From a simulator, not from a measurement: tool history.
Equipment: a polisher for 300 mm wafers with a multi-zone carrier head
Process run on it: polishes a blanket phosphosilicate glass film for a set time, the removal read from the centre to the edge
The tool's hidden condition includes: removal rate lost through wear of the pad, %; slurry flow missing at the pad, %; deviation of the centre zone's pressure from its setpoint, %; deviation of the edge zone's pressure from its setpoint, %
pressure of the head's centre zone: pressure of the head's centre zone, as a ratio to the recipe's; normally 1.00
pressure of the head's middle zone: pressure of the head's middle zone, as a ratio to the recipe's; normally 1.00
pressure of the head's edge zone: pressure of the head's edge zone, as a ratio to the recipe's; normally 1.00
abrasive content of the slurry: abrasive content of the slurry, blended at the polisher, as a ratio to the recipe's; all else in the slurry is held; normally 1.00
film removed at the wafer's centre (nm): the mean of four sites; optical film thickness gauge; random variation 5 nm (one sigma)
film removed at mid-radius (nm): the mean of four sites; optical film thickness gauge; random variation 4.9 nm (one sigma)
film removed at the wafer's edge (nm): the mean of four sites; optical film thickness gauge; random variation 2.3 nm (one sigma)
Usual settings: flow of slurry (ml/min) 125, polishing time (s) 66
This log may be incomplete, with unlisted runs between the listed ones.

run    day  flow of slurry (ml/min)  pressure of the head's centre zone  pressure of the head's middle zone  pressure of the head's edge zone  abrasive content of the slurry  polishing time (s)  wafers since the last listed run  wafers polished on this pad  hours since the slurry nozzle was cleaned  hours since the centre zone pressure was calibrated  hours since the edge zone pressure was calibrated  hours since the carrier head's membrane was replaced  incoming thickness of the incoming film, nm  film removed at the wafer's centre (nm)  film removed at mid-radius (nm)  film removed at the wafer's edge (nm)
  1  0.000                      125                                1.00                                1.00                              0.90                            0.75                  66                                 0                          947                                      454.2                                               1148.6                                              189.9                                                 124.0                                       4780.5                                    267.0                            257.3                                  250.7
     0.271  -- worn pad replaced by a new one
     0.308  -- centre zone pressure recalibrated
  2  0.521                      155                                1.00                                1.00                              1.00                            1.00                  78                                59                           39                                      466.7                                                  5.1                                              202.4                                                 136.5                                       4763.6                                    418.8                            404.7                                  409.7
  3  0.954                      125                                1.00                                1.00                              1.00                            1.00                  66                                80                          120                                      477.1                                                 15.5                                              212.8                                                 146.9                                       4748.3                                    330.8                            318.0                                  325.9
  4  1.612                      125                                1.00                                0.94                              1.00                            1.00                  66                               122                          242                                      492.9                                                 31.3                                              228.6                                                 162.7                                       4830.2                                    319.0                            301.2                                  320.1
  5  1.925                      165                                0.94                                1.00                              1.00                            1.00                  66                                58                          300                                      500.4                                                 38.8                                              236.1                                                 170.2                                       4821.9                                    326.9                            319.7                                  322.9
  6  2.471                      125                                1.00                                1.00                              1.00                            1.00                  79                               101                          402                                      513.5                                                 51.9                                              249.2                                                 183.3                                       4770.2                                    367.9                            367.3                                  371.3
     2.696  -- slurry nozzle cleaned
  7  2.804                      125                                0.95                                1.00                              1.00                            1.00                  66                                54                          456                                        2.6                                                 59.9                                              257.2                                                 191.3                                       4801.7                                    297.9                            305.2                                  304.6
  8  3.325                      125                                0.96                                1.00                              0.91                            1.00                  66                                96                          553                                       15.1                                                 72.4                                              269.7                                                 203.8                                       4800.7                                    290.8                            298.5                                  288.1
  9  3.617                      125                                1.00                                1.10                              1.00                            1.10                  66                                54                          608                                       22.1                                                 79.4                                              276.7                                                 210.8                                       4765.0                                    309.6                            341.4                                  311.4
 10  4.058                      125                                1.00                                1.00                              1.03                            1.00                  66                                82                          690                                       32.7                                                 90.0                                              287.3                                                 221.4                                       4725.9                                    294.6                            298.8                                  306.6
 11  4.654                      125                                1.00                                1.00                              1.00                            0.85                  66                               110                          801                                       47.0                                                104.3                                              301.6                                                 235.7                                       4759.6                                    274.7                            266.5                                  276.4
 12  5.033                      140                                1.08                                0.89                              1.00                            1.00                  44                                70                          871                                       56.1                                                113.4                                              310.7                                                 244.8                                       4779.6                                    215.1                            181.3                                  200.7
 13  5.404                      125                                1.00                                0.93                              1.00                            1.00                  66                                69                          940                                       65.0                                                122.3                                              319.6                                                 253.7                                       4808.4                                    298.4                            273.1                                  294.9
     5.488  -- edge zone pressure recalibrated
     5.579  -- worn pad replaced by a new one
 14  5.758                      140                                1.00                                1.00                              0.94                            1.00                  75                                33                           33                                       73.5                                                130.8                                                6.5                                                 262.2                                       4781.8                                    403.8                            389.1                                  380.7
 15  6.354                       90                                1.00                                1.00                              1.00                            1.00                  66                               110                          144                                       87.8                                                145.1                                               20.8                                                 276.5                                       4760.5                                    306.6                            301.3                                  311.3
 16  6.646                      125                                1.00                                1.00                              1.00                            1.00                  66                                54                          198                                       94.8                                                152.1                                               27.8                                                 283.5                                       4769.8                                    330.3                            321.4                                  320.1
 17  7.154                      125                                1.00                                1.00                              1.00                            1.00                  66                                94                          293                                      107.0                                                164.3                                               40.0                                                 295.7                                       4782.2                                    317.0                            314.0                                  314.0
 18  7.629                      125                                0.88                                1.07                              1.00                            1.00                  66                                88                          381                                      118.4                                                175.7                                               51.4                                                 307.1                                       4766.5                                    279.9                            326.8                                  307.4
 19  7.938                      125                                1.00                                0.88                              0.91                            1.00                  44                                57                          438                                      125.8                                                183.1                                               58.8                                                 314.5                                       4705.4                                    203.3                            183.0                                  195.9
 20  8.438                       80                                0.95                                1.00                              1.00                            1.00                  66                                93                          532                                      137.8                                                195.1                                               70.8                                                 326.5                                       4786.5                                    270.6                            280.0                                  287.5
 21  9.179                      125                                1.00                                1.00                              1.00                            1.00                  66                               138                          670                                      155.6                                                212.9                                               88.6                                                 344.3                                       4763.9                                    302.4                            299.7                                  298.4

What would each run have given without the hidden state, its run-to-run variation left as it was?
run  film removed at the wafer's centre (nm)  film removed at mid-radius (nm)  film removed at the wafer's edge (nm)
  1                                    311.1                            299.7                                  292.0
  2                                    427.4                            413.1                                  418.2
  3                                    347.3                            333.8                                  342.1
  4                                    346.1                            326.9                                  347.4
  5                                    359.0                            351.2                                  354.7
  6                                    411.1                            410.3                                  414.8
  7                                    335.6                            343.8                                  343.1
  8                                    330.9                            339.7                                  327.8
  9                                    354.0                            390.4                                  356.1
 10                                    338.8                            343.6                                  352.6
 11                                    317.7                            308.3                                  319.7
 12                                    249.5                            210.3                                  232.8
 13                                    346.9                            317.6                                  342.8
 14                                    409.9                            395.0                                  386.4
 15                                    323.6                            318.0                                  328.5
 16                                    354.0                            344.4                                  343.0
 17                                    347.1                            343.8                                  343.8
 18                                    311.3                            363.6                                  341.9
 19                                    228.1                            205.3                                  219.8
 20                                    306.8                            317.5                                  326.0
 21                                    346.9                            343.8                                  342.4

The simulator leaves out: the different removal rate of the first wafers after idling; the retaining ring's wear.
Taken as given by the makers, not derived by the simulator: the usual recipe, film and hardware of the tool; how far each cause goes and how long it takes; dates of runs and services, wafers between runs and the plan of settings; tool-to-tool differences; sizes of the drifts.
